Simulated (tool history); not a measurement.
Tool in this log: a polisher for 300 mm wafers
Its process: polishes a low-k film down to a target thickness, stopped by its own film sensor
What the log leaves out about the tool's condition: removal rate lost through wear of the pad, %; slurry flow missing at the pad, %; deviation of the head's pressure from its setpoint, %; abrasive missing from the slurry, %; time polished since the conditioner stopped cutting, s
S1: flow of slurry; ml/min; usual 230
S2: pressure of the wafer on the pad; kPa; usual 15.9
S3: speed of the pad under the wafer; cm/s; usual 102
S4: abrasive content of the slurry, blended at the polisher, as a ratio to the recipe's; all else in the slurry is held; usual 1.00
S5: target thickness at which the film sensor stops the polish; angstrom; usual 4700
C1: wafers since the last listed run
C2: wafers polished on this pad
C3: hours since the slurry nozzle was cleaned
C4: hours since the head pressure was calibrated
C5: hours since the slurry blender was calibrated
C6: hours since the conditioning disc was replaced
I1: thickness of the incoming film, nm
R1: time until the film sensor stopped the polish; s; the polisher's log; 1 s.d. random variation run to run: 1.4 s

run 1 hour=0.0 | S1=230 S2=17.9 S3=102 S4=1.00 S5=4700 | C1=0 C2=923 C3=25.1 C4=295.8 C5=57.6 C6=192.5 | I1=527.0 | R1=95.7
run 2 hour=30.4 | S1=230 S2=17.9 S3=102 S4=1.00 S5=4700 | C1=172 C2=1096 C3=55.5 C4=326.2 C5=88.0 C6=222.9 | I1=533.2 | R1=106.5
run 3 hour=61.7 | S1=230 S2=17.9 S3=102 S4=1.00 S5=4700 | C1=177 C2=1273 C3=86.8 C4=357.5 C5=119.3 C6=254.2 | I1=530.7 | R1=104.7
-- hour=95.7 worn pad replaced by a new one
run 4 hour=96.7 | S1=230 S2=15.9 S3=102 S4=1.00 S5=4700 | C1=175 C2=5 C3=121.8 C4=392.5 C5=154.3 C6=289.2 | I1=525.3 | R1=104.7
run 5 hour=202.3 | S1=230 S2=15.9 S3=102 S4=1.00 S5=4700 | C1=599 C2=605 C3=227.4 C4=498.1 C5=259.9 C6=394.8 | I1=526.8 | R1=112.0
run 6 hour=218.1 | S1=230 S2=15.9 S3=102 S4=1.00 S5=4700 | C1=89 C2=694 C3=243.2 C4=513.9 C5=275.7 C6=410.6 | I1=524.3 | R1=107.8
-- hour=249.5 head pressure recalibrated
-- hour=258.4 conditioning disc replaced and pad reconditioned
run 7 hour=318.6 | S1=230 S2=15.9 S3=102 S4=1.00 S5=4700 | C1=547 C2=1242 C3=343.7 C4=69.1 C5=376.2 C6=60.2 | I1=528.0 | R1=116.5
-- hour=343.1 worn pad replaced by a new one
run 8 hour=343.6 | S1=230 S2=15.9 S3=102 S4=1.00 S5=4700 | C1=119 C2=2 C3=368.7 C4=94.1 C5=401.2 C6=85.2 | I1=530.2 | R1=123.9
-- hour=354.8 slurry nozzle cleaned
run 9 hour=368.3 | S1=230 S2=15.9 S3=102 S4=1.00 S5=4700 | C1=134 C2=137 C3=13.5 C4=118.8 C5=425.9 C6=109.9 | I1=530.5 | R1=117.1
run 10 hour=400.7 | S1=230 S2=15.9 S3=102 S4=1.00 S5=4700 | C1=183 C2=321 C3=45.9 C4=151.2 C5=458.3 C6=142.3 | I1=538.3 | R1=135.2
-- hour=404.2 slurry blender recalibrated
run 11 hour=413.3 | S1=230 S2=15.9 S3=102 S4=1.00 S5=4700 | C1=60 C2=381 C3=58.5 C4=163.8 C5=9.1 C6=154.9 | I1=524.9 | R1=106.9
run 12 hour=448.1 | S1=165 S2=15.9 S3=126 S4=0.75 S5=4620 | C1=197 C2=578 C3=93.3 C4=198.6 C5=43.9 C6=189.7 | I1=529.7 | R1=142.3
run 13 hour=478.7 | S1=230 S2=15.9 S3=124 S4=0.75 S5=4830 | C1=173 C2=752 C3=123.9 C4=229.2 C5=74.5 C6=220.3 | I1=530.5 | R1=97.8
-- hour=570.0 worn pad replaced by a new one
run 14 hour=582.6 | S1=230 S2=15.9 S3=102 S4=1.00 S5=4700 | C1=566 C2=71 C3=227.8 C4=333.1 C5=178.4 C6=324.2 | I1=533.7 | R1=122.2
run 15 hour=606.7 | S1=290 S2=17.9 S3=102 S4=1.00 S5=4610 | C1=136 C2=208 C3=251.9 C4=357.2 C5=202.5 C6=348.3 | I1=532.7 | R1=120.9
run 16 hour=632.5 | S1=230 S2=15.9 S3=102 S4=1.00 S5=4700 | C1=146 C2=354 C3=277.7 C4=383.0 C5=228.3 C6=374.1 | I1=519.8 | R1=100.8
run 17 hour=654.8 | S1=275 S2=15.9 S3=102 S4=1.00 S5=4620 | C1=126 C2=480 C3=300.0 C4=405.3 C5=250.6 C6=396.4 | I1=527.2 | R1=128.0
run 18 hour=683.4 | S1=230 S2=11.0 S3=122 S4=1.00 S5=4700 | C1=162 C2=643 C3=328.6 C4=433.9 C5=279.2 C6=425.0 | I1=531.5 | R1=157.1
-- hour=738.0 conditioning disc replaced and pad reconditioned
run 19 hour=743.5 | S1=230 S2=15.9 S3=102 S4=1.10 S5=4700 | C1=329 C2=972 C3=388.7 C4=494.0 C5=339.3 C6=5.5 | I1=527.1 | R1=112.5
-- hour=754.9 slurry nozzle cleaned
run 20 hour=776.1 | S1=230 S2=15.9 S3=112 S4=1.00 S5=4700 | C1=179 C2=1152 C3=21.2 C4=526.6 C5=371.9 C6=38.1 | I1=523.3 | R1=94.1
run 21 hour=790.7 | S1=230 S2=15.9 S3=102 S4=1.00 S5=4700 | C1=82 C2=1235 C3=35.8 C4=541.2 C5=386.5 C6=52.7 | I1=536.6 | R1=129.3
run 22 hour=803.8 | S1=170 S2=13.8 S3=102 S4=1.00 S5=4550 | C1=74 C2=1309 C3=48.9 C4=554.3 C5=399.6 C6=65.8 | I1=527.1 | R1=165.3
-- hour=812.3 head pressure recalibrated
-- hour=814.1 worn pad replaced by a new one
run 23 hour=834.9 | S1=275 S2=15.9 S3=102 S4=1.00 S5=4620 | C1=154 C2=118 C3=80.0 C4=22.6 C5=430.7 C6=96.9 | I1=529.5 | R1=127.6

Run 24 comes next. What will it give?
-- hour=846.6 slurry blender recalibrated
run 24 hour=848.7 | S1=230 S2=14.5 S3=84 S4=1.30 S5=4500 | C1=66 C2=185 C3=93.8 C4=36.4 C5=2.1 C6=110.7 | I1=526.9 | R1=?

R1: 166.9 s
With the hidden condition absent and the run-to-run variation left alone, this run would have shown R1 165.5 s.

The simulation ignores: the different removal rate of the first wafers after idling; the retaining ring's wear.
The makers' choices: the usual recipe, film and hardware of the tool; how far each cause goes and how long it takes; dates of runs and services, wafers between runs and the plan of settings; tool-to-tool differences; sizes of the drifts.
